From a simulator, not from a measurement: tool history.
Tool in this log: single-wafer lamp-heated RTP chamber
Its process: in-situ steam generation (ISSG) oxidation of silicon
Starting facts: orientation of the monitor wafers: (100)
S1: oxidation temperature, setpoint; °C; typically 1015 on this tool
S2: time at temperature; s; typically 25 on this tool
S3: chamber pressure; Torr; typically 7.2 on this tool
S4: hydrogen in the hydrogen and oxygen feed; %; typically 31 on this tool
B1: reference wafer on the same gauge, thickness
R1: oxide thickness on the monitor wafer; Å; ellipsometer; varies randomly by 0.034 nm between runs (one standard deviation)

run	day	S1	S2	S3	S4	B1	R1
1	0	1015	25	7.2	31	6.697	75.27
2	2.783	1015	25	7.2	31	6.697	75.16
3	5.012	1015	25	7.2	31	6.705	76.11
4	7.342	1015	25	7.2	31	6.697	76.64
5	8.492	1015	25	6.9	31	6.697	76.13
6	9.658	1015	25	6.9	31	6.708	77.06
7	11.479	1015	25	7.2	31	6.696	77.64
8	13.579	1015	25	7.2	31	6.705	78.6
# day 13.925: pyrometer window cleaned and pyrometer calibrated
9	15.012	1015	25	7.2	31	6.703	74.92
10	17.05	1015	25	7.2	31	6.698	75.39
11	18.554	1015	25	7.2	31	6.706	75.4
# day 20.525: gauge calibrated
12	21.05	1015	25	7.2	31	6.708	75.8
13	22.442	1015	28	7.2	31	6.699	80.28
14	24.838	1030	18	7.2	31	6.697	70.07
# day 27.088: pressure gauge zeroed
15	27.296	1015	35	7.2	31	6.704	91.64
# day 28.888: pyrometer window cleaned and pyrometer calibrated
16	28.946	1015	25	7.2	31	6.7	74.79
17	29.996	1026	25	7.2	31	6.7	79.17
18	32.375	1015	25	7.2	27	6.699	72.4
19	34.558	1003	25	7.2	31	6.699	71.02
# day 37.304: hydrogen flow controller replaced
20	37.325	1015	25	7.2	28	6.706	74
21	38.567	996	31	7.6	25	6.7	72.82
22	40.008	1015	25	7.2	31	6.7	76.11
23	41.95	1031	18	7.2	31	6.7	70.78
24	43.762	999	25	7.2	32	6.704	71.93
# day 44.4: pyrometer window cleaned and pyrometer calibrated
25	45.521	1015	25	7.7	31	6.695	73.94
26	46.546	1015	25	7.2	31	6.701	75.04
27	49.104	1010	25	8.4	32	6.698	73.18
28	50.55	1015	25	7.2	32	6.701	75.34
29	53.483	1015	20	7.2	26	6.703	64.43
30	55.1	1015	25	7.2	31	6.698	75.54
# day 60.012: pyrometer window cleaned and pyrometer calibrated
31	60.588	999	34	7.2	27	6.699	77.41

Consider 4 possible next runs. They are alternatives, not a sequence: every one starts from the tool as it was left by run 31. What does each give?
A	60.604	1015	25	7.2	31	?	?
B	60.604	996	25	6.9	31	?	?
C	60.604	1015	25	6.9	22	?	?
D	60.604	1015	25	7.2	21	?	?

run	B1	R1
A	6.699	73.97
B	6.699	67.85
C	6.699	67.52
D	6.699	66.94
Take away the tool's hidden state, keep each run's random variation, and the runs would have read:
run	R1
A	73.87
B	67.77
C	67.43
D	66.85
